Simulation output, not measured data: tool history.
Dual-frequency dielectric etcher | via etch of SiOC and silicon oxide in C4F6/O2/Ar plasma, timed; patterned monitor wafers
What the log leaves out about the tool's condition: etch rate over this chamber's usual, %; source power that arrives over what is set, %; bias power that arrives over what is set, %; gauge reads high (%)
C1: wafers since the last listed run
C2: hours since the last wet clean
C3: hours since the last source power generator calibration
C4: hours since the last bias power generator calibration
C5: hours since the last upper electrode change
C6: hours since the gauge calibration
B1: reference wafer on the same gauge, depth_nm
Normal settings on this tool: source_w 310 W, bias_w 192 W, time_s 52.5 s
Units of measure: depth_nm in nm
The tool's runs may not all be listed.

{"run": 1, "day": 0.0, "source_w": 310, "bias_w": 192, "time_s": 45.5, "C1": 0, "C2": 391.4, "C3": 1711.2, "C4": 3325.2, "C5": 4184.6, "C6": 143.5, "B1": 47.9, "depth_nm": 52}
{"run": 2, "day": 1.071, "source_w": 310, "bias_w": 192, "time_s": 45.5, "C1": 253, "C2": 417.1, "C3": 1736.9, "C4": 3350.9, "C5": 4210.3, "C6": 169.2, "B1": 47.8, "depth_nm": 52.1}
{"run": 3, "day": 1.779, "source_w": 310, "bias_w": 192, "time_s": 52.5, "C1": 167, "C2": 434.1, "C3": 1753.9, "C4": 3367.9, "C5": 4227.3, "C6": 186.2, "B1": 47.9, "depth_nm": 60.3}
{"run": 4, "day": 2.329, "source_w": 310, "bias_w": 192, "time_s": 52.5, "C1": 130, "C2": 447.3, "C3": 1767.1, "C4": 3381.1, "C5": 4240.5, "C6": 199.4, "B1": 47.9, "depth_nm": 60.1}
{"run": 5, "day": 3.504, "source_w": 310, "bias_w": 192, "time_s": 52.5, "C1": 278, "C2": 475.5, "C3": 1795.3, "C4": 3409.3, "C5": 4268.7, "C6": 227.6, "B1": 47.9, "depth_nm": 60.1}
{"day": 4.467, "done": "gauge calibrated"}
{"day": 4.712, "done": "wet clean of the chamber"}
{"run": 6, "day": 4.733, "source_w": 310, "bias_w": 192, "time_s": 52.5, "C1": 54, "C2": 0.5, "C3": 1824.8, "C4": 3438.8, "C5": 4298.2, "C6": 6.4, "B1": 47.9, "depth_nm": 57.1}
{"run": 7, "day": 5.246, "source_w": 310, "bias_w": 192, "time_s": 52.5, "C1": 121, "C2": 12.8, "C3": 1837.1, "C4": 3451.1, "C5": 4310.5, "C6": 18.7, "B1": 47.9, "depth_nm": 57}
{"run": 8, "day": 5.842, "source_w": 310, "bias_w": 192, "time_s": 58, "C1": 141, "C2": 27.1, "C3": 1851.4, "C4": 3465.4, "C5": 4324.8, "C6": 33, "B1": 47.9, "depth_nm": 63.7}
{"run": 9, "day": 7.162, "source_w": 310, "bias_w": 192, "time_s": 58, "C1": 312, "C2": 58.8, "C3": 1883.1, "C4": 3497.1, "C5": 4356.5, "C6": 64.7, "B1": 47.9, "depth_nm": 63.5}
{"day": 7.571, "done": "bias power generator calibrated"}
{"run": 10, "day": 7.996, "source_w": 340, "bias_w": 192, "time_s": 52.5, "C1": 157, "C2": 78.8, "C3": 1903.1, "C4": 10.2, "C5": 4376.5, "C6": 84.7, "B1": 47.9, "depth_nm": 60.2}
{"run": 11, "day": 8.7, "source_w": 270, "bias_w": 192, "time_s": 68.5, "C1": 166, "C2": 95.7, "C3": 1920, "C4": 27.1, "C5": 4393.4, "C6": 101.6, "B1": 47.9, "depth_nm": 72.1}
{"day": 10.054, "done": "upper electrode replaced, of another model than before"}
{"run": 12, "day": 10.075, "source_w": 260, "bias_w": 192, "time_s": 45, "C1": 88, "C2": 128.7, "C3": 1953, "C4": 60.1, "C5": 0.5, "C6": 134.6, "B1": 47.9, "depth_nm": 48.2}
{"run": 13, "day": 10.162, "source_w": 310, "bias_w": 211, "time_s": 38.5, "C1": 20, "C2": 130.8, "C3": 1955.1, "C4": 62.2, "C5": 2.6, "C6": 136.7, "B1": 47.9, "depth_nm": 44.3}

Run 14 is up next; what results do you expect?
{"run": 14, "day": 11.333, "source_w": 310, "bias_w": 192, "time_s": 52.5, "C1": 277, "C2": 158.9, "C3": 1983.2, "C4": 90.3, "C5": 30.7, "C6": 164.8, "B1": "?", "depth_nm": "?"}

Run 14 yielded B1 47.9, depth_nm 57.9 nm.
Had the tool carried no hidden state, the very same run would have given depth_nm 57 nm.
